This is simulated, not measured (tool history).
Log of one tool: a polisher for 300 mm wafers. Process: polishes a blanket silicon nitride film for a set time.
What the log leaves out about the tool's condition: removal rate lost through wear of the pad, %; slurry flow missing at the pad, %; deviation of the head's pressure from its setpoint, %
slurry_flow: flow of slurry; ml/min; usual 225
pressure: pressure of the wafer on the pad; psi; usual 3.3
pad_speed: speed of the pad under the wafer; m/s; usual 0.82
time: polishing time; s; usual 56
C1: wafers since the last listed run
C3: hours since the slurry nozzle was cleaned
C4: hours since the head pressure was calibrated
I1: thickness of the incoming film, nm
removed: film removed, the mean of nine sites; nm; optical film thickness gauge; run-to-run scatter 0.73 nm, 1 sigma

run 1 hour=0 | slurry_flow=245 pressure=2.4 pad_speed=0.82 time=56 | C1=0 wafers_polished_on_this_pad=2955 C3=217.7 C4=319 | I1=714.9 | removed=45
-- hour=29.2 worn pad replaced by a new one
run 2 hour=29.7 | slurry_flow=245 pressure=2.4 pad_speed=0.82 time=56 | C1=332 wafers_polished_on_this_pad=6 C3=247.4 C4=348.7 | I1=714 | removed=41.9
run 3 hour=58.4 | slurry_flow=225 pressure=3.3 pad_speed=0.82 time=56 | C1=371 wafers_polished_on_this_pad=378 C3=276.1 C4=377.4 | I1=704.8 | removed=56.4
run 4 hour=86.1 | slurry_flow=225 pressure=3.3 pad_speed=0.82 time=56 | C1=358 wafers_polished_on_this_pad=737 C3=303.8 C4=405.1 | I1=719.1 | removed=56.5
run 5 hour=118.5 | slurry_flow=225 pressure=3.3 pad_speed=0.82 time=56 | C1=419 wafers_polished_on_this_pad=1157 C3=336.2 C4=437.5 | I1=721.6 | removed=56.4
run 6 hour=142.9 | slurry_flow=225 pressure=3.3 pad_speed=0.82 time=56 | C1=316 wafers_polished_on_this_pad=1473 C3=360.6 C4=461.9 | I1=715.1 | removed=55
-- hour=160.4 head pressure recalibrated
run 7 hour=165.8 | slurry_flow=225 pressure=3.3 pad_speed=0.82 time=56 | C1=270 wafers_polished_on_this_pad=1744 C3=383.5 C4=5.4 | I1=703.1 | removed=55
run 8 hour=189.3 | slurry_flow=245 pressure=3.3 pad_speed=0.82 time=56 | C1=304 wafers_polished_on_this_pad=2048 C3=407 C4=28.9 | I1=715.7 | removed=56
run 9 hour=207.5 | slurry_flow=245 pressure=3.3 pad_speed=0.82 time=56 | C1=235 wafers_polished_on_this_pad=2284 C3=425.2 C4=47.1 | I1=719.3 | removed=54.1
run 10 hour=235.5 | slurry_flow=245 pressure=3.3 pad_speed=0.82 time=56 | C1=362 wafers_polished_on_this_pad=2647 C3=453.2 C4=75.1 | I1=702.1 | removed=54.8
run 11 hour=249.1 | slurry_flow=225 pressure=3.3 pad_speed=0.82 time=50 | C1=176 wafers_polished_on_this_pad=2823 C3=466.8 C4=88.7 | I1=709 | removed=49.3
-- hour=263.2 worn pad replaced by a new one, repeated, since the last time left the tool worse
run 12 hour=284 | slurry_flow=225 pressure=3.3 pad_speed=0.82 time=50 | C1=400 wafers_polished_on_this_pad=269 C3=501.7 C4=123.6 | I1=711.8 | removed=57.2
run 13 hour=311.3 | slurry_flow=225 pressure=3.3 pad_speed=0.82 time=56 | C1=353 wafers_polished_on_this_pad=623 C3=529 C4=150.9 | I1=709.1 | removed=62.6
run 14 hour=345.3 | slurry_flow=225 pressure=3.3 pad_speed=0.82 time=56 | C1=440 wafers_polished_on_this_pad=1064 C3=563 C4=184.9 | I1=711.5 | removed=63.2
run 15 hour=370.1 | slurry_flow=225 pressure=3.3 pad_speed=0.82 time=56 | C1=321 wafers_polished_on_this_pad=1385 C3=587.8 C4=209.7 | I1=714.1 | removed=62.7
run 16 hour=383.7 | slurry_flow=225 pressure=4 pad_speed=0.82 time=56 | C1=176 wafers_polished_on_this_pad=1561 C3=601.4 C4=223.3 | I1=717 | removed=74.2
run 17 hour=446.8 | slurry_flow=225 pressure=2.9 pad_speed=0.82 time=66 | C1=817 wafers_polished_on_this_pad=2379 C3=664.5 C4=286.4 | I1=716.7 | removed=64.7
run 18 hour=496.6 | slurry_flow=195 pressure=2.7 pad_speed=0.82 time=70 | C1=645 wafers_polished_on_this_pad=3024 C3=714.3 C4=336.2 | I1=716.7 | removed=61.3
run 19 hour=520.3 | slurry_flow=225 pressure=3.3 pad_speed=0.82 time=56 | C1=307 wafers_polished_on_this_pad=3331 C3=738 C4=359.9 | I1=711.7 | removed=61.3
-- hour=524.6 head pressure recalibrated
run 20 hour=535.2 | slurry_flow=225 pressure=3.3 pad_speed=0.82 time=56 | C1=167 wafers_polished_on_this_pad=3498 C3=752.9 C4=10.6 | I1=714.9 | removed=60.3
-- hour=555.2 worn pad replaced by a new one
run 21 hour=557.1 | slurry_flow=225 pressure=3.3 pad_speed=0.82 time=56 | C1=231 wafers_polished_on_this_pad=24 C3=774.8 C4=32.5 | I1=717.3 | removed=64.7
-- hour=599 slurry nozzle cleaned
run 22 hour=644 | slurry_flow=225 pressure=3.3 pad_speed=0.92 time=56 | C1=1112 wafers_polished_on_this_pad=1137 C3=45 C4=119.4 | I1=717.4 | removed=70.7
run 23 hour=673.9 | slurry_flow=225 pressure=3.3 pad_speed=0.82 time=56 | C1=387 wafers_polished_on_this_pad=1524 C3=74.9 C4=149.3 | I1=715.8 | removed=61.7
run 24 hour=697.9 | slurry_flow=225 pressure=2.3 pad_speed=0.66 time=41 | C1=310 wafers_polished_on_this_pad=1835 C3=98.9 C4=173.3 | I1=714.5 | removed=26.6
run 25 hour=715.3 | slurry_flow=245 pressure=2.5 pad_speed=0.82 time=56 | C1=225 wafers_polished_on_this_pad=2060 C3=116.3 C4=190.7 | I1=714.2 | removed=47.2
run 26 hour=783.3 | slurry_flow=295 pressure=4.1 pad_speed=0.66 time=70 | C1=880 wafers_polished_on_this_pad=2941 C3=184.3 C4=258.7 | I1=709.4 | removed=80.8
run 27 hour=818.9 | slurry_flow=225 pressure=3.3 pad_speed=1.08 time=56 | C1=461 wafers_polished_on_this_pad=3403 C3=219.9 C4=294.3 | I1=713.3 | removed=75.2
-- hour=842.7 worn pad replaced by a new one
run 28 hour=856.1 | slurry_flow=225 pressure=3.3 pad_speed=0.82 time=56 | C1=430 wafers_polished_on_this_pad=174 C3=257.1 C4=331.5 | I1=712.4 | removed=64.4
run 29 hour=890.9 | slurry_flow=225 pressure=3.3 pad_speed=0.82 time=56 | C1=450 wafers_polished_on_this_pad=624 C3=291.9 C4=366.3 | I1=702.7 | removed=64
run 30 hour=919.7 | slurry_flow=225 pressure=3.3 pad_speed=0.82 time=56 | C1=373 wafers_polished_on_this_pad=998 C3=320.7 C4=395.1 | I1=702.5 | removed=64.2
run 31 hour=946 | slurry_flow=225 pressure=3.3 pad_speed=0.82 time=56 | C1=340 wafers_polished_on_this_pad=1338 C3=347 C4=421.4 | I1=706.5 | removed=61.4
run 32 hour=963.1 | slurry_flow=285 pressure=3.6 pad_speed=0.82 time=37 | C1=221 wafers_polished_on_this_pad=1560 C3=364.1 C4=438.5 | I1=704.4 | removed=46.2
-- hour=982.9 head pressure recalibrated
run 33 hour=984.7 | slurry_flow=225 pressure=4 pad_speed=0.82 time=68 | C1=253 wafers_polished_on_this_pad=1814 C3=385.7 C4=1.8 | I1=721.8 | removed=91.9
run 34 hour=1010.2 | slurry_flow=280 pressure=2.6 pad_speed=0.54 time=66 | C1=330 wafers_polished_on_this_pad=2144 C3=411.2 C4=27.3 | I1=707 | removed=41.3
run 35 hour=1027.2 | slurry_flow=300 pressure=3.3 pad_speed=1 time=56 | C1=220 wafers_polished_on_this_pad=2364 C3=428.2 C4=44.3 | I1=707.7 | removed=74
run 36 hour=1050.9 | slurry_flow=225 pressure=4.1 pad_speed=0.66 time=51 | C1=307 wafers_polished_on_this_pad=2671 C3=451.9 C4=68 | I1=712.5 | removed=60
-- hour=1070.1 worn pad replaced by a new one
run 37 hour=1080.6 | slurry_flow=195 pressure=3.3 pad_speed=0.82 time=56 | C1=332 wafers_polished_on_this_pad=135 C3=481.6 C4=97.7 | I1=723.7 | removed=62.5

Run 38 has not been measured yet. What should we expect?
run 38 hour=1107.2 | slurry_flow=200 pressure=3 pad_speed=1.02 time=56 | C1=344 wafers_polished_on_this_pad=480 C3=508.2 C4=124.3 | I1=707.6 | removed=?

Run 38 came out at removed 65.9 nm.
Were there no unlogged condition in the tool, this run, its random variation unchanged, would have produced removed 67.1 nm.
